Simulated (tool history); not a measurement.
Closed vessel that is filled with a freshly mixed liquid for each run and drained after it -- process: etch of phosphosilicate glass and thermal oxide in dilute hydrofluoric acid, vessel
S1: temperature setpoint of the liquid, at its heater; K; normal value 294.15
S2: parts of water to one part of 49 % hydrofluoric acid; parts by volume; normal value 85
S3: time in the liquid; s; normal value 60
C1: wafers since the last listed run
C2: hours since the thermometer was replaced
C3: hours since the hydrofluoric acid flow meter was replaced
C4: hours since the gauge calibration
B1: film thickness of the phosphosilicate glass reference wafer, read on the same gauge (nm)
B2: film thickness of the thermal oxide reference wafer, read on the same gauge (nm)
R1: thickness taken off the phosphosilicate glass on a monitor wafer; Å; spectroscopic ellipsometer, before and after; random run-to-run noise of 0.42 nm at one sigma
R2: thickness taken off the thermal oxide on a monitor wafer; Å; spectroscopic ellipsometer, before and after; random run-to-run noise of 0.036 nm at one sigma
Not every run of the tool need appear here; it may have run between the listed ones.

run   hour      S1   S2  S3    C1      C2      C3     C4     B1       B2      R1     R2
  1    0.0  294.15   85  60     0  2310.4  2066.7  191.0  49.98  129.995  1264.2  34.33
  2   15.0  294.15   85  60  1516  2325.4  2081.7  206.0  49.99  130.020  1269.6  33.52
  3   30.9  294.15   85  60  1607  2341.3  2097.6  221.9  50.03  130.013  1275.9  33.62
  4   44.6  294.15   85  60  1385  2355.0  2111.3  235.6  50.00  129.950  1280.6  33.97
  5   53.8  294.15   85  60   930  2364.2  2120.5  244.8  50.00  129.995  1275.6  33.73
  6   63.1  294.15  100  30   940  2373.5  2129.8  254.1  50.00  129.995   530.2  14.05
  7   78.0  294.15  100  30  1506  2388.4  2144.7  269.0  50.01  129.955   530.1  13.87
      85.8  -- hydrofluoric acid flow meter replaced
  8   89.7  294.15   95  95  1081  2400.1     3.9  280.7  50.05  130.012  1943.8  50.82
  9  100.5  294.15   85  50  1091  2410.9    14.7  291.5  49.99  129.999  1160.2  30.77
 10  114.0  294.15   85  75  1364  2424.4    28.2  305.0  50.03  129.983  1734.8  45.67
 11  139.0  294.15   85  60  2527  2449.4    53.2  330.0  49.96  130.002  1398.2  37.34
     143.8  -- gauge calibrated
 12  147.3  294.15  120  30   839  2457.7    61.5    3.5  49.98  130.006   470.8  12.39
 13  162.6  294.15   85  60  1546  2473.0    76.8   18.8  50.01  129.961  1381.2  36.93
 14  178.1  294.15   85  60  1567  2488.5    92.3   34.3  49.97  130.012  1390.7  36.47
 15  191.6  296.15  105  85  1364  2502.0   105.8   47.8  49.96  129.997  1686.0  44.36
     201.3  -- thermometer replaced
 16  204.1  294.15   65  95  1162     2.8   118.3   60.3  50.02  130.009  2668.8  68.95
 17  216.6  294.15   85  60  1263    15.3   130.8   72.8  50.03  130.017  1256.1  32.50
 18  229.7  297.65   75  60  1324    28.4   143.9   85.9  49.99  130.009  1661.6  43.47
 19  238.9  294.15   85  45   930    37.6   153.1   95.1  49.99  130.016   944.0  24.81
 20  252.8  292.65   85  30  1405    51.5   167.0  109.0  49.95  129.988   589.7  15.51
 21  268.0  292.15   85  75  1536    66.7   182.2  124.2  50.01  130.035  1440.6  37.59
 22  289.3  297.15  105  60  2153    88.0   203.5  145.5  49.96  129.988  1113.2  29.67
 23  303.3  294.15   95  60  1415   102.0   217.5  159.5  50.01  130.019  1107.8  29.21
 24  316.1  294.15   55  60  1294   114.8   230.3  172.3  49.96  129.970  2011.5  52.97

Each run again, without the hidden state but with its own random variation kept:
Hidden state present: liquid hotter than its thermometer reads (K); hydrofluoric acid flow below the setpoint (%); gauge reads high (%).
run      R1     R2
  1  1255.8  34.10
  2  1260.9  33.29
  3  1267.1  33.39
  4  1272.0  33.75
  5  1267.0  33.50
  6   527.9  13.99
  7   528.0  13.82
  8  1769.7  46.27
  9  1055.5  28.00
 10  1577.8  41.54
 11  1271.9  33.97
 12   429.5  11.30
 13  1256.1  33.59
 14  1265.0  33.18
 15  1539.0  40.49
 16  2684.8  69.36
 17  1264.1  32.71
 18  1672.7  43.76
 19   950.1  24.97
 20   593.2  15.61
 21  1449.5  37.82
 22  1121.2  29.88
 23  1114.9  29.40
 24  2022.7  53.27

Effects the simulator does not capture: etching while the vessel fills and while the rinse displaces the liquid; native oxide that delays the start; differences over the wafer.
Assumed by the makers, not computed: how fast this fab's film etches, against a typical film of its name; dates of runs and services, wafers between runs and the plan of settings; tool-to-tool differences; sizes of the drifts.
